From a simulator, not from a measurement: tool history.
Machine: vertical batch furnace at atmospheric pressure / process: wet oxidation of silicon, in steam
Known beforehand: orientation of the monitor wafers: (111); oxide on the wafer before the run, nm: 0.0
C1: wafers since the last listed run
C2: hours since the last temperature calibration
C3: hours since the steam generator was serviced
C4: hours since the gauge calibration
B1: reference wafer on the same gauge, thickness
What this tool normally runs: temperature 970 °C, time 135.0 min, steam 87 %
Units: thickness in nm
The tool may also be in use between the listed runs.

{"run": 1, "hour": 0.0, "temperature": 970, "time": 135.0, "steam": 87, "C1": 0, "C2": 3061.9, "C3": 2671.5, "C4": 174.9, "B1": 528.77, "thickness": 604.71}
{"run": 2, "hour": 52.0, "temperature": 970, "time": 135.0, "steam": 87, "C1": 818, "C2": 3113.9, "C3": 2723.5, "C4": 226.9, "B1": 529.17, "thickness": 602.86}
{"run": 3, "hour": 74.3, "temperature": 970, "time": 135.0, "steam": 87, "C1": 351, "C2": 3136.2, "C3": 2745.8, "C4": 249.2, "B1": 528.55, "thickness": 603.63}
{"run": 4, "hour": 132.1, "temperature": 970, "time": 135.0, "steam": 96, "C1": 910, "C2": 3194.0, "C3": 2803.6, "C4": 307.0, "B1": 529.21, "thickness": 639.62}
{"run": 5, "hour": 154.5, "temperature": 970, "time": 135.0, "steam": 96, "C1": 352, "C2": 3216.4, "C3": 2826.0, "C4": 329.4, "B1": 529.57, "thickness": 640.09}
{"run": 6, "hour": 169.3, "temperature": 970, "time": 135.0, "steam": 87, "C1": 233, "C2": 3231.2, "C3": 2840.8, "C4": 344.2, "B1": 528.69, "thickness": 601.72}
{"hour": 194.9, "done": "thermocouples replaced and temperature profile calibrated"}
{"run": 7, "hour": 195.4, "temperature": 970, "time": 135.0, "steam": 87, "C1": 33, "C2": 0.5, "C3": 2866.9, "C4": 370.3, "B1": 529.03, "thickness": 601.37}
{"run": 8, "hour": 206.2, "temperature": 970, "time": 135.0, "steam": 87, "C1": 170, "C2": 11.3, "C3": 2877.7, "C4": 381.1, "B1": 528.84, "thickness": 602.76}
{"run": 9, "hour": 214.6, "temperature": 970, "time": 135.0, "steam": 87, "C1": 132, "C2": 19.7, "C3": 2886.1, "C4": 389.5, "B1": 529.02, "thickness": 600.98}
{"run": 10, "hour": 230.2, "temperature": 970, "time": 135.0, "steam": 87, "C1": 245, "C2": 35.3, "C3": 2901.7, "C4": 405.1, "B1": 529.06, "thickness": 600.67}
{"run": 11, "hour": 242.9, "temperature": 970, "time": 135.0, "steam": 87, "C1": 199, "C2": 48.0, "C3": 2914.4, "C4": 417.8, "B1": 529.19, "thickness": 600.12}
{"hour": 252.4, "done": "gauge calibrated"}
{"run": 12, "hour": 303.6, "temperature": 970, "time": 135.0, "steam": 87, "C1": 955, "C2": 108.7, "C3": 2975.1, "C4": 51.2, "B1": 529.35, "thickness": 599.35}
{"run": 13, "hour": 320.9, "temperature": 952, "time": 135.0, "steam": 94, "C1": 272, "C2": 126.0, "C3": 2992.4, "C4": 68.5, "B1": 528.83, "thickness": 563.01}
{"run": 14, "hour": 338.2, "temperature": 952, "time": 185.0, "steam": 87, "C1": 272, "C2": 143.3, "C3": 3009.7, "C4": 85.8, "B1": 529.06, "thickness": 654.3}
{"run": 15, "hour": 358.3, "temperature": 988, "time": 135.0, "steam": 87, "C1": 316, "C2": 163.4, "C3": 3029.8, "C4": 105.9, "B1": 528.89, "thickness": 658.23}
{"hour": 391.7, "done": "steam generator serviced"}
{"run": 16, "hour": 392.2, "temperature": 970, "time": 135.0, "steam": 87, "C1": 155, "C2": 197.3, "C3": 0.5, "C4": 139.8, "B1": 529.1, "thickness": 627.6}
{"run": 17, "hour": 397.7, "temperature": 953, "time": 87.5, "steam": 81, "C1": 86, "C2": 202.8, "C3": 6.0, "C4": 145.3, "B1": 528.86, "thickness": 405.37}
{"run": 18, "hour": 403.3, "temperature": 970, "time": 135.0, "steam": 87, "C1": 88, "C2": 208.4, "C3": 11.6, "C4": 150.9, "B1": 528.79, "thickness": 627.79}
{"run": 19, "hour": 427.4, "temperature": 970, "time": 135.0, "steam": 87, "C1": 379, "C2": 232.5, "C3": 35.7, "C4": 175.0, "B1": 529.11, "thickness": 626.15}
{"run": 20, "hour": 445.4, "temperature": 970, "time": 135.0, "steam": 87, "C1": 283, "C2": 250.5, "C3": 53.7, "C4": 193.0, "B1": 528.99, "thickness": 627.71}
{"run": 21, "hour": 468.3, "temperature": 949, "time": 135.0, "steam": 87, "C1": 360, "C2": 273.4, "C3": 76.6, "C4": 215.9, "B1": 528.73, "thickness": 551.41}
{"run": 22, "hour": 488.2, "temperature": 964, "time": 189.5, "steam": 97, "C1": 313, "C2": 293.3, "C3": 96.5, "C4": 235.8, "B1": 529.3, "thickness": 796.66}
{"run": 23, "hour": 496.7, "temperature": 989, "time": 135.0, "steam": 94, "C1": 133, "C2": 301.8, "C3": 105.0, "C4": 244.3, "B1": 528.51, "thickness": 726.34}

What would each run have given without the hidden state, its run-to-run variation left as it was?
What the log doesn't record here: true tube temperature minus thermocouple reading, K; steam share off its setpoint, % of the setpoint; gauge reads high (%).
run=1 thickness=631.65
run=2 thickness=630.62
run=3 thickness=631.81
run=4 thickness=670.30
run=5 thickness=671.22
run=6 thickness=631.51
run=7 thickness=631.63
run=8 thickness=633.29
run=9 thickness=631.58
run=10 thickness=631.54
run=11 thickness=631.20
run=12 thickness=631.55
run=13 thickness=594.62
run=14 thickness=690.56
run=15 thickness=693.43
run=16 thickness=631.42
run=17 thickness=408.08
run=18 thickness=631.62
run=19 thickness=629.97
run=20 thickness=631.54
run=21 thickness=554.95
run=22 thickness=801.43
run=23 thickness=730.61
